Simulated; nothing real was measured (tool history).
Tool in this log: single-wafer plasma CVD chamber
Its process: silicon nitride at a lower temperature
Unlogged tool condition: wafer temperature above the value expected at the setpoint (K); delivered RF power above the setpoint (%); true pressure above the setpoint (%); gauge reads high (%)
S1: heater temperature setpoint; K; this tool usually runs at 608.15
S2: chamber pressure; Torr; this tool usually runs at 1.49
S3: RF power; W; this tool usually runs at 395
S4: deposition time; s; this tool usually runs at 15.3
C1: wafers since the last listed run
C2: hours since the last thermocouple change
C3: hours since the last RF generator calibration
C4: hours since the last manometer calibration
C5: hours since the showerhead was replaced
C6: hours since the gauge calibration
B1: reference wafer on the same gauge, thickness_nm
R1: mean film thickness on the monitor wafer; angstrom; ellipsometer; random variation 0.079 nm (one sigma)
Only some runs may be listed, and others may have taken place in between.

| run | hour | S1 | S2 | S3 | S4 | C1 | C2 | C3 | C4 | C5 | C6 | B1 | R1 |
|---|---|---|---|---|---|---|---|---|---|---|---|---|---|
| 1 | 0.0 | 608.15 | 1.49 | 395 | 15.3 | 0 | 962.2 | 2107.5 | 1108.4 | 4691.6 | 404.4 | 27.464 | 219.94 |
| 2 | 8.0 | 608.15 | 1.49 | 395 | 15.3 | 199 | 970.2 | 2115.5 | 1116.4 | 4699.6 | 412.4 | 27.512 | 220.26 |
|  | 19.6 | RF generator calibrated |
| 3 | 22.1 | 608.15 | 1.49 | 395 | 15.3 | 152 | 984.3 | 2.5 | 1130.5 | 4713.7 | 426.5 | 27.504 | 216.48 |
|  | 37.4 | thermocouple changed; heater temperature recalibrated |
| 4 | 74.0 | 608.15 | 1.49 | 395 | 15.3 | 1097 | 36.6 | 54.4 | 1182.4 | 4765.6 | 478.4 | 27.464 | 214.52 |
|  | 86.9 | showerhead replaced |
| 5 | 87.4 | 608.15 | 1.49 | 395 | 15.3 | 134 | 50.0 | 67.8 | 1195.8 | 0.5 | 491.8 | 27.494 | 214.93 |
| 6 | 94.6 | 594.15 | 1.49 | 395 | 17.2 | 179 | 57.2 | 75.0 | 1203.0 | 7.7 | 499.0 | 27.482 | 240.13 |
| 7 | 101.8 | 608.15 | 1.49 | 395 | 15.3 | 179 | 64.4 | 82.2 | 1210.2 | 14.9 | 506.2 | 27.485 | 212.96 |
|  | 115.1 | capacitance manometer re-zeroed and calibrated |
| 8 | 119.0 | 608.15 | 1.49 | 395 | 15.3 | 229 | 81.6 | 99.4 | 3.9 | 32.1 | 523.4 | 27.488 | 214.49 |
|  | 122.1 | gauge calibrated |
|  | 131.4 | RF generator calibrated, repeated, since the last time left the tool worse |
| 9 | 131.9 | 608.15 | 1.49 | 395 | 15.3 | 122 | 94.5 | 0.5 | 16.8 | 45.0 | 9.8 | 27.547 | 231.84 |
| 10 | 147.8 | 608.15 | 1.49 | 395 | 15.3 | 397 | 110.4 | 16.4 | 32.7 | 60.9 | 25.7 | 27.525 | 230.46 |
| 11 | 156.3 | 613.15 | 1.49 | 360 | 17.2 | 212 | 118.9 | 24.9 | 41.2 | 69.4 | 34.2 | 27.483 | 239.54 |
| 12 | 163.4 | 617.15 | 1.82 | 330 | 12.8 | 177 | 126.0 | 32.0 | 48.3 | 76.5 | 41.3 | 27.491 | 177.82 |
| 13 | 180.0 | 616.15 | 1.49 | 395 | 13.2 | 414 | 142.6 | 48.6 | 64.9 | 93.1 | 57.9 | 27.495 | 196.34 |
| 14 | 188.5 | 619.15 | 1.17 | 415 | 15.3 | 212 | 151.1 | 57.1 | 73.4 | 101.6 | 66.4 | 27.513 | 217.37 |
| 15 | 204.9 | 604.15 | 1.49 | 395 | 15.3 | 409 | 167.5 | 73.5 | 89.8 | 118.0 | 82.8 | 27.474 | 230.41 |
| 16 | 220.2 | 608.15 | 1.36 | 470 | 15.3 | 382 | 182.8 | 88.8 | 105.1 | 133.3 | 98.1 | 27.488 | 250.64 |
| 17 | 230.7 | 619.15 | 1.60 | 395 | 15.3 | 262 | 193.3 | 99.3 | 115.6 | 143.8 | 108.6 | 27.491 | 233.08 |
| 18 | 243.0 | 608.15 | 1.63 | 395 | 18.1 | 307 | 205.6 | 111.6 | 127.9 | 156.1 | 120.9 | 27.522 | 276.41 |
| 19 | 260.3 | 608.15 | 1.49 | 395 | 15.3 | 432 | 222.9 | 128.9 | 145.2 | 173.4 | 138.2 | 27.520 | 228.09 |
| 20 | 267.1 | 603.15 | 1.49 | 330 | 18.0 | 169 | 229.7 | 135.7 | 152.0 | 180.2 | 145.0 | 27.544 | 236.52 |
| 21 | 276.2 | 619.15 | 1.81 | 345 | 14.5 | 227 | 238.8 | 144.8 | 161.1 | 189.3 | 154.1 | 27.547 | 206.07 |
| 22 | 294.1 | 600.15 | 1.49 | 395 | 17.0 | 447 | 256.7 | 162.7 | 179.0 | 207.2 | 172.0 | 27.496 | 253.78 |
| 23 | 306.9 | 594.15 | 1.22 | 455 | 12.4 | 319 | 269.5 | 175.5 | 191.8 | 220.0 | 184.8 | 27.485 | 191.13 |
| 24 | 321.0 | 608.15 | 1.49 | 395 | 15.3 | 352 | 283.6 | 189.6 | 205.9 | 234.1 | 198.9 | 27.518 | 229.36 |
| 25 | 337.4 | 619.15 | 1.24 | 395 | 12.3 | 409 | 300.0 | 206.0 | 222.3 | 250.5 | 215.3 | 27.485 | 171.14 |
| 26 | 349.7 | 595.15 | 1.21 | 395 | 16.6 | 307 | 312.3 | 218.3 | 234.6 | 262.8 | 227.6 | 27.527 | 230.72 |
| 27 | 356.7 | 621.15 | 1.17 | 450 | 17.9 | 174 | 319.3 | 225.3 | 241.6 | 269.8 | 234.6 | 27.521 | 267.61 |
| 28 | 367.5 | 601.15 | 1.49 | 415 | 15.3 | 269 | 330.1 | 236.1 | 252.4 | 280.6 | 245.4 | 27.518 | 235.37 |

Alternative continuations, all from the tool just after run 28; predict every row:
| A | 367.9 | 618.15 | 1.49 | 395 | 15.3 | 9 | 330.5 | 236.5 | 252.8 | 281.0 | 245.8 | ? | ? |
| B | 367.9 | 608.15 | 1.20 | 395 | 15.3 | 9 | 330.5 | 236.5 | 252.8 | 281.0 | 245.8 | ? | ? |
| C | 367.9 | 608.15 | 1.49 | 395 | 14.3 | 9 | 330.5 | 236.5 | 252.8 | 281.0 | 245.8 | ? | ? |
| D | 367.9 | 602.15 | 1.49 | 330 | 13.6 | 9 | 330.5 | 236.5 | 252.8 | 281.0 | 245.8 | ? | ? |

| run | B1 | R1 |
|---|---|---|
| A | 27.483 | 226.91 |
| B | 27.483 | 212.37 |
| C | 27.483 | 213.00 |
| D | 27.483 | 177.35 |
Without the tool's unlogged condition, the same runs would have read:
| run | R1 |
|---|---|
| A | 230.95 |
| B | 216.15 |
| C | 216.79 |
| D | 180.74 |

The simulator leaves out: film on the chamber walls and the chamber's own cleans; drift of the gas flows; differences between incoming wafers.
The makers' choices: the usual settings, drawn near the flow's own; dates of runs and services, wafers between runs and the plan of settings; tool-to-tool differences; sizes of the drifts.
